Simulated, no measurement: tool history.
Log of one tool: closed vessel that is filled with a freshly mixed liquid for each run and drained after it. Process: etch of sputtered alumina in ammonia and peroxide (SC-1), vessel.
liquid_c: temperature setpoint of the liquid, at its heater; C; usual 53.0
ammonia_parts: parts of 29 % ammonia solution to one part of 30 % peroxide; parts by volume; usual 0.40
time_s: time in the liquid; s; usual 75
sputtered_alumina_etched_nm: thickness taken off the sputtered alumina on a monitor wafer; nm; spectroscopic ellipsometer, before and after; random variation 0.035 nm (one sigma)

run    hour  liquid_c  ammonia_parts  time_s  wafers since the last listed run  hours since the thermometer was replaced  hours since the ammonia flow meter was replaced  hours since the drum of ammonia solution was connected  hours since the gauge calibration  read-back film thickness of the sputtered alumina reference wafer, read on the same gauge (nm)  sputtered_alumina_etched_nm
  1     0.0      58.5           0.40      85                                 0                                    1398.2                                           1476.3                                                   234.6                              810.5                                                                                          40.034                        5.916
       35.5  -- new drum of ammonia solution connected
  2    36.0      53.0           0.40      75                              3789                                    1434.2                                           1512.3                                                     0.5                              846.5                                                                                          40.009                        3.855
  3    96.1      53.0           0.40      75                              6506                                    1494.3                                           1572.4                                                    60.6                              906.6                                                                                          39.981                        3.799
  4   134.0      53.0           0.40      75                              4103                                    1532.2                                           1610.3                                                    98.5                              944.5                                                                                          40.010                        3.785
  5   202.1      53.0           0.40      75                              7372                                    1600.3                                           1678.4                                                   166.6                             1012.6                                                                                          40.005                        3.826
  6   240.8      53.0           0.40      75                              4189                                    1639.0                                           1717.1                                                   205.3                             1051.3                                                                                          40.015                        3.796
  7   291.0      53.0           0.40      75                              5434                                    1689.2                                           1767.3                                                   255.5                             1101.5                                                                                          40.000                        3.808
      300.5  -- new drum of ammonia solution connected
  8   358.6      53.0           0.40      75                              7210                                    1756.8                                           1834.9                                                    58.1                             1169.1                                                                                          39.998                        3.798
  9   525.3      53.0           0.40      75                             18046                                    1923.5                                           2001.6                                                   224.8                             1335.8                                                                                          40.012                        3.804
      573.8  -- new drum of ammonia solution connected
 10   591.5      53.0           0.40      75                              7058                                    1989.7                                           2067.8                                                    17.7                             1402.0                                                                                          39.953                        3.785
      623.8  -- gauge calibrated
 11   636.8      58.5           0.40      75                              4904                                    2035.0                                           2113.1                                                    63.0                               13.0                                                                                          39.998                        5.133
 12   702.0      58.5           0.40      75                              7058                                    2100.2                                           2178.3                                                   128.2                               78.2                                                                                          39.990                        5.130
 13   770.5      46.5           0.40      75                              7415                                    2168.7                                           2246.8                                                   196.7                              146.7                                                                                          39.999                        2.635
 14   806.7      49.0           0.40      75                              3919                                    2204.9                                           2283.0                                                   232.9                              182.9                                                                                          40.008                        3.038
      838.8  -- new drum of ammonia solution connected
 15   854.7      46.5           0.40      75                              5088                                    2252.9                                           2331.0                                                    15.9                              230.9                                                                                          39.990                        2.616
 16   895.7      53.0           0.40      75                              4438                                    2293.9                                           2372.0                                                    56.9                              271.9                                                                                          39.961                        3.762
 17   924.8      58.5           0.35     105                              3150                                    2323.0                                           2401.1                                                    86.0                              301.0                                                                                          40.000                        6.973
 18  1054.9      53.0           0.50      75                             14084                                    2453.1                                           2531.2                                                   216.1                              431.1                                                                                          40.019                        3.753
     1063.1  -- thermometer replaced
     1089.1  -- ammonia flow meter replaced
 19  1092.2      46.0           0.20      75                              3821                                      29.1                                              3.1                                                   253.4                              468.4                                                                                          40.005                        2.583
     1110.5  -- new drum of ammonia solution connected
 20  1136.3      50.0           0.50     100                              4666                                      73.2                                             47.2                                                    25.8                              512.5                                                                                          39.996                        4.658
 21  1195.1      47.0           0.45     110                              6365                                     132.0                                            106.0                                                    84.6                              571.3                                                                                          39.964                        4.242
 22  1231.5      44.5           0.55     100                              3940                                     168.4                                            142.4                                                   121.0                              607.7                                                                                          40.027                        3.453
 23  1266.5      55.5           0.40      75                              3789                                     203.4                                            177.4                                                   156.0                              642.7                                                                                          39.969                        4.575
 24  1321.3      53.0           0.20      35                              5932                                     258.2                                            232.2                                                   210.8                              697.5                                                                                          40.021                        1.757
 25  1346.7      53.0           0.40      50                              2749                                     283.6                                            257.6                                                   236.2                              722.9                                                                                          39.993                        2.658
 26  1393.6      50.0           0.55      75                              5077                                     330.5                                            304.5                                                   283.1                              769.8                                                                                          39.996                        3.482
     1402.3  -- new drum of ammonia solution connected
 27  1427.1      53.0           0.30      75                              3518                                     364.0                                            338.0                                                    24.8                              803.3                                                                                          39.998                        3.865

What the log doesn't show, run by run:
ammonia flow above the setpoint (%): 0 in every run
ammonia solution weaker than its label (%): 0 in every run
gauge reads high (%): 0 in every run
H1: liquid colder than its thermometer reads (K)
run      H1
  1   0.884
  2   0.904
  3   0.937
  4   0.959
  5   0.997
  6    1.02
  7    1.05
  8    1.08
  9    1.18
 10    1.21
 11    1.24
 12    1.28
 13    1.31
 14    1.33
 15    1.36
 16    1.38
 17     1.4
 18    1.47
 19  0.0395
 20  0.0641
 21  0.0969
 22   0.117
 23   0.137
 24   0.167
 25   0.181
 26   0.208
 27   0.226
